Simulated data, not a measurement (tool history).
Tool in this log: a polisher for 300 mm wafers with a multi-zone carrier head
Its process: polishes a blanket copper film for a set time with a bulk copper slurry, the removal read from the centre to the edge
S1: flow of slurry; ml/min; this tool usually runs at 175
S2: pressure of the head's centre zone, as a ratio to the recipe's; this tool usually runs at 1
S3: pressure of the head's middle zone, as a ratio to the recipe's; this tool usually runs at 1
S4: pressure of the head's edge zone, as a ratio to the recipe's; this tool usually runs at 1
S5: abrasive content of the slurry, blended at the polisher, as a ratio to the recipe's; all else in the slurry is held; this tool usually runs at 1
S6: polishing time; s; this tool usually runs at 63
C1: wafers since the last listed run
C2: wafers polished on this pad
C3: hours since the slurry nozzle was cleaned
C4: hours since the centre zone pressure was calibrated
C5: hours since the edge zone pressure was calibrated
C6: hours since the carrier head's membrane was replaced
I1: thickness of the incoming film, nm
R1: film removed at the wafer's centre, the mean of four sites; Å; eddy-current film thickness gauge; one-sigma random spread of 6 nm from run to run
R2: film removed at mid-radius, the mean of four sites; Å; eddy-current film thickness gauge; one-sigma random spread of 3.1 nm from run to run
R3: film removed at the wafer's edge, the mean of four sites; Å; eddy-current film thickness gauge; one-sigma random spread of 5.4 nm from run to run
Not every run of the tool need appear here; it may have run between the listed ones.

run   hour   S1    S2    S3    S4    S5  S6   C1    C2     C3     C4     C5     C6      I1    R1    R2    R3
  1      0  175  0.97     1     1     1  63    0   312  363.3   10.3  821.5    482  2093.5  3888  3970  3999
  2   14.2  175  0.97     1     1     1  63  126   438  377.5   24.5  835.7  496.2  2070.6  3905  3986  3951
  3   22.5  175     1     1     1     1  63   73   512  385.8   32.8    844  504.5  2093.4  4021  3926  4044
  4   35.1  175  0.97     1     1     1  63  111   623  398.4   45.4  856.6  517.1  2088.3  3838  3911  4071
  5   45.5  230     1  0.89     1  1.25  78   92   716  408.8   55.8    867  527.5  2064.5  5285  4795  5363
  6   55.8  175  0.93   0.9     1     1  41   91   807  419.1   66.1  877.3  537.8  2127.2  2392  2344  2631
      69.2  -- edge zone pressure recalibrated
  7   69.7  175     1     1     1     1  57  105   913    433     80    0.5  551.7  2070.5  3544  3480  3699
      83.4  -- carrier head's membrane replaced by a new one
  8   85.9  210     1     1     1     1  80   99  1012  449.2   96.2   16.7    2.5    2073  5031  5067  5228
  9    101  175     1     1     1     1  63  134  1146  464.3  111.3   31.8   17.6  2069.2  3873  3808  4002
 10  108.4  145     1     1  0.92  1.25  63   65  1212  471.7  118.7   39.2     25  2144.4  3740  3758  3857
     114.8  -- worn pad replaced by a new one
       119  -- slurry nozzle cleaned
 11  120.5  175     1   0.9     1     1  63   63    41    1.5  130.8   51.3   37.1  2098.7  4246  3833  4258
 12  127.9  175     1     1  0.92     1  75   65   107    8.9  138.2   58.7   44.5  2105.2  5193  4967  4910
 13  139.3  230     1     1     1     1  45  101   208   20.3  149.6   70.1   55.9  2127.4  3134  3123  3097
 14  155.8  175     1     1     1     1  63  146   354   36.8  166.1   86.6   72.4  2111.6  4330  4130  4329
 15  173.1  175     1     1  0.92  0.75  63  153   508   54.1  183.4  103.9   89.7  2122.6  4059  3951  3928
 16  179.8  125  0.92  1.09     1   0.8  63   59   567   60.8  190.1  110.6   96.4  2111.2  3540  4104  3985
 17  191.6  175     1     1  1.08     1  55  104   672   72.6  201.9  122.4  108.2  2119.9  3739  3679  3858
 18  205.3  175     1     1     1   1.3  63  121   794   86.3  215.6  136.1  121.9    2088  4429  4426  4472
 19  214.1  175     1  1.04     1     1  63   78   872   95.1  224.4  144.9  130.7  2059.5  4245  4282  4241
 20  230.7  150     1  0.93  0.94   1.2  63  147  1019  111.7    241  161.5  147.3  2101.3  4357  3943  4192
 21  240.7  175     1     1     1     1  50   88  1108  121.7    251  171.5  157.3  2115.2  3371  3238  3345

Hidden state at the last listed run before each entry between runs and at the first one after, where it differs:
In the gap between runs 6 and 7: edge zone pressure recalibrated (hour 69.2)
  slurry flow missing at the pad, %: 37.1 -> 39.1
  the result without the hidden state subtracted from the measured one, R1: -218 -> -351 Å; R2: -188 -> -304 Å; R3: -150 -> -227 Å
In the gap between runs 7 and 8: carrier head's membrane replaced by a new one (hour 83.4)
  slurry flow missing at the pad, %: 39.1 -> 41.5
  the result without the hidden state subtracted from the measured one, R1: -351 -> -463 Å; R2: -304 -> -414 Å; R3: -227 -> -306 Å
In the gap between runs 10 and 11: worn pad replaced by a new one (hour 114.8); slurry nozzle cleaned (hour 119)
  slurry flow missing at the pad, %: 44.9 -> 1.98
  the result without the hidden state subtracted from the measured one, R1: -555 -> -14 Å; R2: -483 -> -11 Å; R3: -337 -> -9 Å
